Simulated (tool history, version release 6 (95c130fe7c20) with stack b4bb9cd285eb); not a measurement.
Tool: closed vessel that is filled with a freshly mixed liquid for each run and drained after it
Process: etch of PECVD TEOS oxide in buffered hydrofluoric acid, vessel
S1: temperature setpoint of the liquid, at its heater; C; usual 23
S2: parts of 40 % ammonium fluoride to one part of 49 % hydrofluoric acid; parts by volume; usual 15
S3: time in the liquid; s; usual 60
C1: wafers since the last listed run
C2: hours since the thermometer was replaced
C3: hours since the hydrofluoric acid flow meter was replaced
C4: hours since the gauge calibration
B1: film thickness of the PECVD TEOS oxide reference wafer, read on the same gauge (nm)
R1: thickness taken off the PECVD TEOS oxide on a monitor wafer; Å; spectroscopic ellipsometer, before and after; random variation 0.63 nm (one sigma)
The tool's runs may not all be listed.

run	hour	S1	S2	S3	C1	C2	C3	C4	B1	R1
1	0	23	15	60	0	265.4	766.8	1117.1	109.99	693
2	82.7	23	15	60	12137	348.1	849.5	1199.8	110	693.1
3	133.6	23	15	60	7470	399	900.4	1250.7	110.01	714.2
4	196.5	23	15	60	9231	461.9	963.3	1313.6	109.99	705.7
5	264.9	23	15	60	10039	530.3	1031.7	1382	110.01	719.8
# hour 334.7: hydrofluoric acid flow meter replaced
6	345.1	23	19	45	11624	610.5	10.4	1462.2	110	384.6
7	453	23	19	45	15836	718.4	118.3	1570.1	109.97	394.2
8	557.6	23	15	60	15352	823	222.9	1674.7	110.03	671.9
9	623.4	23	15	60	9657	888.8	288.7	1740.5	109.98	668.4
10	697.4	23	15	60	10861	962.8	362.7	1814.5	109.99	671
# hour 734.1: thermometer replaced
11	751.5	23	15	60	7793	17.4	416.8	1868.6	109.99	673.9
12	804.1	23	15	85	7720	70	469.4	1921.2	110.01	965.1
13	904.3	23	15	85	14706	170.2	569.6	2021.4	110	968.9
14	958.9	23	15	85	8013	224.8	624.2	2076	109.98	978.3
15	1046.5	25.5	12	35	12857	312.4	711.8	2163.6	110	577
16	1141.8	19.5	20	75	13987	407.7	807.1	2258.9	109.97	542.8
17	1185.2	27.5	10	60	6369	451.1	850.5	2302.3	109.99	1319.2
# hour 1225.7: gauge calibrated
18	1229.3	23	11.5	60	6472	495.2	894.6	3.6	110	919.6
19	1279.9	25	10	90	7426	545.8	945.2	54.2	110.02	1694.8
# hour 1311.6: hydrofluoric acid flow meter replaced
20	1464.9	18.5	13	30	27005	730.8	153.3	239.2	109.98	285.9
21	1544.4	18.5	9.5	35	11668	810.3	232.8	318.7	110	456.7
22	1629.2	24.5	15	60	12446	895.1	317.6	403.5	110.01	722.9
23	1917.3	23	15	85	42284	1183.2	605.7	691.6	110	966.6
24	1980.2	27.5	15	45	9231	1246.1	668.6	754.5	109.99	654.6
# hour 1987.8: thermometer replaced
25	2075.8	25.5	15	30	13884	88	764.2	850.1	109.99	401.9
26	2113.7	23	15	60	5562	125.9	802.1	888	109.98	690.2
27	2171.4	23	17	70	8468	183.6	859.8	945.7	109.99	735.8
28	2257.4	25	10	35	12622	269.6	945.8	1031.7	110.02	653.3

How the hidden state differs across the entries between the runs, from the last listed run before each to the first after it:
Between runs 5 and 6: hydrofluoric acid flow meter replaced (hour 334.7)
  hydrofluoric acid flow above the setpoint (%): 11.9 -> 0.604
  measured less the result without the state, R1: +75.3 -> +2.2 Å
Between runs 10 and 11: thermometer replaced (hour 734.1)
  hydrofluoric acid flow above the setpoint (%): 4.42 -> 5.01
  measured less the result without the state, R1: +27.9 -> +31.6 Å
Between runs 17 and 18: gauge calibrated (hour 1225.7)
  hydrofluoric acid flow above the setpoint (%): 9.71 -> 10.2
  measured less the result without the state, R1: +74.7 -> +83 Å
Between runs 19 and 20: hydrofluoric acid flow meter replaced (hour 1311.6)
  hydrofluoric acid flow above the setpoint (%): 10.7 -> 1.8
  measured less the result without the state, R1: +105.2 -> +5 Å
Between runs 24 and 25: thermometer replaced (hour 1987.8)
  hydrofluoric acid flow above the setpoint (%): 7.38 -> 8.42
  measured less the result without the state, R1: +44.2 -> +30.6 Å

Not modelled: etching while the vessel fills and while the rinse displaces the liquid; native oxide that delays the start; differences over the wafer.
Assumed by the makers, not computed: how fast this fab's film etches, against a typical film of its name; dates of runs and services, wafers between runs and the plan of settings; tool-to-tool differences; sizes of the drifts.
